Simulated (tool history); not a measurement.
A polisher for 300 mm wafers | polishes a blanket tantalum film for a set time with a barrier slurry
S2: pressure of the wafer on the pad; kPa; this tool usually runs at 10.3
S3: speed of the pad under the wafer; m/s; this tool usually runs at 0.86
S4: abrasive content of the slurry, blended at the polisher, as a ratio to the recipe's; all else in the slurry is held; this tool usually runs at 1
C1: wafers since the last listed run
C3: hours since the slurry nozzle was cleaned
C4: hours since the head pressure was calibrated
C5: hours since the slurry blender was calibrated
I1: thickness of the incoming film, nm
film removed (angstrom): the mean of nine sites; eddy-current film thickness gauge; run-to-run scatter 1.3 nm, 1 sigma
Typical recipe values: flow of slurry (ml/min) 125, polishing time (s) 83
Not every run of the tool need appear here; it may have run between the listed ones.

run 1 day=0 | flow_of_slurry_(ml/min)=125 S2=10.3 S3=0.86 S4=1 polishing_time_(s)=83 | C1=0 wafers_polished_on_this_pad=1106 C3=368.7 C4=106 C5=98.3 | I1=486 | film_removed_(angstrom)=903
run 2 day=3.3 | flow_of_slurry_(ml/min)=125 S2=10.3 S3=0.86 S4=1 polishing_time_(s)=83 | C1=947 wafers_polished_on_this_pad=2054 C3=447.9 C4=185.2 C5=177.5 | I1=480.7 | film_removed_(angstrom)=838
run 3 day=4.154 | flow_of_slurry_(ml/min)=125 S2=10.3 S3=0.86 S4=1 polishing_time_(s)=98 | C1=245 wafers_polished_on_this_pad=2299 C3=468.4 C4=205.7 C5=198 | I1=484.2 | film_removed_(angstrom)=989
-- day=4.462 worn pad replaced by a new one
run 4 day=5.279 | flow_of_slurry_(ml/min)=125 S2=8.3 S3=0.86 S4=1 polishing_time_(s)=83 | C1=275 wafers_polished_on_this_pad=234 C3=495.4 C4=232.7 C5=225 | I1=483.4 | film_removed_(angstrom)=791
run 5 day=6.221 | flow_of_slurry_(ml/min)=125 S2=8.3 S3=0.86 S4=1 polishing_time_(s)=83 | C1=270 wafers_polished_on_this_pad=504 C3=518 C4=255.3 C5=247.6 | I1=479.8 | film_removed_(angstrom)=791
run 6 day=7.238 | flow_of_slurry_(ml/min)=125 S2=8.3 S3=0.86 S4=1 polishing_time_(s)=83 | C1=291 wafers_polished_on_this_pad=796 C3=542.4 C4=279.7 C5=272 | I1=482.2 | film_removed_(angstrom)=808
run 7 day=8.442 | flow_of_slurry_(ml/min)=125 S2=10.3 S3=0.86 S4=1 polishing_time_(s)=83 | C1=345 wafers_polished_on_this_pad=1142 C3=571.3 C4=308.6 C5=300.9 | I1=476.7 | film_removed_(angstrom)=874
run 8 day=9.85 | flow_of_slurry_(ml/min)=125 S2=10.3 S3=0.86 S4=1 polishing_time_(s)=83 | C1=404 wafers_polished_on_this_pad=1546 C3=605.1 C4=342.4 C5=334.7 | I1=476.4 | film_removed_(angstrom)=864
-- day=12.388 worn pad replaced by a new one
run 9 day=14.138 | flow_of_slurry_(ml/min)=125 S2=10.3 S3=0.86 S4=1 polishing_time_(s)=83 | C1=1183 wafers_polished_on_this_pad=501 C3=708 C4=445.3 C5=437.6 | I1=477.9 | film_removed_(angstrom)=923
-- day=14.329 slurry nozzle cleaned
run 10 day=15.246 | flow_of_slurry_(ml/min)=125 S2=10.3 S3=0.86 S4=1 polishing_time_(s)=83 | C1=306 wafers_polished_on_this_pad=808 C3=22 C4=471.9 C5=464.2 | I1=481.7 | film_removed_(angstrom)=885
run 11 day=15.779 | flow_of_slurry_(ml/min)=155 S2=10.3 S3=0.86 S4=1 polishing_time_(s)=83 | C1=153 wafers_polished_on_this_pad=961 C3=34.8 C4=484.7 C5=477 | I1=474.3 | film_removed_(angstrom)=947
run 12 day=16.838 | flow_of_slurry_(ml/min)=125 S2=9.7 S3=0.86 S4=0.8 polishing_time_(s)=83 | C1=303 wafers_polished_on_this_pad=1264 C3=60.2 C4=510.1 C5=502.4 | I1=483.6 | film_removed_(angstrom)=795
-- day=17.058 slurry blender recalibrated
run 13 day=17.892 | flow_of_slurry_(ml/min)=125 S2=10.3 S3=0.64 S4=1 polishing_time_(s)=83 | C1=278 wafers_polished_on_this_pad=1543 C3=85.5 C4=535.4 C5=20 | I1=477.4 | film_removed_(angstrom)=641
run 14 day=20.288 | flow_of_slurry_(ml/min)=90 S2=10.3 S3=0.64 S4=0.85 polishing_time_(s)=83 | C1=687 wafers_polished_on_this_pad=2231 C3=143 C4=592.9 C5=77.5 | I1=477.3 | film_removed_(angstrom)=553
-- day=21.688 worn pad replaced by a new one, of another model than before
run 15 day=21.708 | flow_of_slurry_(ml/min)=125 S2=7.6 S3=1.02 S4=0.7 polishing_time_(s)=83 | C1=360 wafers_polished_on_this_pad=5 C3=177.1 C4=627 C5=111.6 | I1=476.8 | film_removed_(angstrom)=826
run 16 day=22.788 | flow_of_slurry_(ml/min)=125 S2=10.3 S3=0.86 S4=1 polishing_time_(s)=83 | C1=309 wafers_polished_on_this_pad=315 C3=203 C4=652.9 C5=137.5 | I1=477.5 | film_removed_(angstrom)=931
-- day=23.946 head pressure recalibrated
run 17 day=24.229 | flow_of_slurry_(ml/min)=125 S2=7.6 S3=0.86 S4=1 polishing_time_(s)=83 | C1=389 wafers_polished_on_this_pad=705 C3=237.6 C4=6.8 C5=172.1 | I1=487.7 | film_removed_(angstrom)=769
run 18 day=25.433 | flow_of_slurry_(ml/min)=125 S2=10.3 S3=0.86 S4=1 polishing_time_(s)=83 | C1=345 wafers_polished_on_this_pad=1051 C3=266.5 C4=35.7 C5=201 | I1=470.5 | film_removed_(angstrom)=883
run 19 day=26.012 | flow_of_slurry_(ml/min)=125 S2=10.3 S3=0.86 S4=1 polishing_time_(s)=83 | C1=166 wafers_polished_on_this_pad=1217 C3=280.4 C4=49.6 C5=214.9 | I1=473 | film_removed_(angstrom)=877
run 20 day=27.483 | flow_of_slurry_(ml/min)=165 S2=10.3 S3=0.94 S4=1 polishing_time_(s)=83 | C1=422 wafers_polished_on_this_pad=1639 C3=315.7 C4=84.9 C5=250.2 | I1=470.7 | film_removed_(angstrom)=1015
run 21 day=28.933 | flow_of_slurry_(ml/min)=125 S2=10.3 S3=0.86 S4=1 polishing_time_(s)=83 | C1=416 wafers_polished_on_this_pad=2056 C3=350.5 C4=119.7 C5=285 | I1=482.3 | film_removed_(angstrom)=842
run 22 day=29.525 | flow_of_slurry_(ml/min)=125 S2=7.6 S3=0.86 S4=1 polishing_time_(s)=66 | C1=169 wafers_polished_on_this_pad=2226 C3=364.7 C4=133.9 C5=299.2 | I1=481 | film_removed_(angstrom)=580
-- day=29.85 worn pad replaced by a new one
run 23 day=32.475 | flow_of_slurry_(ml/min)=125 S2=10.3 S3=0.86 S4=1 polishing_time_(s)=106 | C1=799 wafers_polished_on_this_pad=754 C3=435.5 C4=204.7 C5=370 | I1=477.5 | film_removed_(angstrom)=1130
run 24 day=33.033 | flow_of_slurry_(ml/min)=125 S2=10.3 S3=0.68 S4=1 polishing_time_(s)=105 | C1=160 wafers_polished_on_this_pad=914 C3=448.9 C4=218.1 C5=383.4 | I1=475.2 | film_removed_(angstrom)=968
run 25 day=34.204 | flow_of_slurry_(ml/min)=125 S2=10.3 S3=0.86 S4=1 polishing_time_(s)=83 | C1=336 wafers_polished_on_this_pad=1250 C3=477 C4=246.2 C5=411.5 | I1=476.7 | film_removed_(angstrom)=888
run 26 day=35.071 | flow_of_slurry_(ml/min)=125 S2=13.1 S3=0.94 S4=1 polishing_time_(s)=83 | C1=248 wafers_polished_on_this_pad=1499 C3=497.8 C4=267 C5=432.3 | I1=478.1 | film_removed_(angstrom)=1060
run 27 day=35.829 | flow_of_slurry_(ml/min)=125 S2=10.3 S3=0.76 S4=1 polishing_time_(s)=91 | C1=217 wafers_polished_on_this_pad=1717 C3=516 C4=285.2 C5=450.5 | I1=480.4 | film_removed_(angstrom)=849
run 28 day=36.862 | flow_of_slurry_(ml/min)=85 S2=10.3 S3=0.86 S4=1 polishing_time_(s)=83 | C1=296 wafers_polished_on_this_pad=2013 C3=540.8 C4=310 C5=475.3 | I1=489.3 | film_removed_(angstrom)=722
run 29 day=37.417 | flow_of_slurry_(ml/min)=150 S2=10.3 S3=1 S4=1 polishing_time_(s)=104 | C1=159 wafers_polished_on_this_pad=2172 C3=554.1 C4=323.3 C5=488.6 | I1=471.6 | film_removed_(angstrom)=1266
-- day=37.646 slurry blender recalibrated
-- day=38.45 worn pad replaced by a new one
run 30 day=38.471 | flow_of_slurry_(ml/min)=100 S2=9 S3=0.86 S4=1 polishing_time_(s)=83 | C1=230 wafers_polished_on_this_pad=5 C3=579.4 C4=348.6 C5=19.8 | I1=478.8 | film_removed_(angstrom)=762

The logged runs with the hidden state left out (each run's random variation unchanged):
What the log doesn't record here: removal rate lost through wear of the pad, %; slurry flow missing at the pad, %; deviation of the head's pressure from its setpoint, %; abrasive missing from the slurry, %.
run=1 film_removed_(angstrom)=951
run=2 film_removed_(angstrom)=915
run=3 film_removed_(angstrom)=1091
run=4 film_removed_(angstrom)=802
run=5 film_removed_(angstrom)=810
run=6 film_removed_(angstrom)=836
run=7 film_removed_(angstrom)=916
run=8 film_removed_(angstrom)=920
run=9 film_removed_(angstrom)=946
run=10 film_removed_(angstrom)=918
run=11 film_removed_(angstrom)=988
run=12 film_removed_(angstrom)=838
run=13 film_removed_(angstrom)=684
run=14 film_removed_(angstrom)=606
run=15 film_removed_(angstrom)=827
run=16 film_removed_(angstrom)=943
run=17 film_removed_(angstrom)=791
run=18 film_removed_(angstrom)=920
run=19 film_removed_(angstrom)=920
run=20 film_removed_(angstrom)=1082
run=21 film_removed_(angstrom)=912
run=22 film_removed_(angstrom)=633
run=23 film_removed_(angstrom)=1165
run=24 film_removed_(angstrom)=1003
run=25 film_removed_(angstrom)=933
run=26 film_removed_(angstrom)=1123
run=27 film_removed_(angstrom)=907
run=28 film_removed_(angstrom)=781
run=29 film_removed_(angstrom)=1377
run=30 film_removed_(angstrom)=772
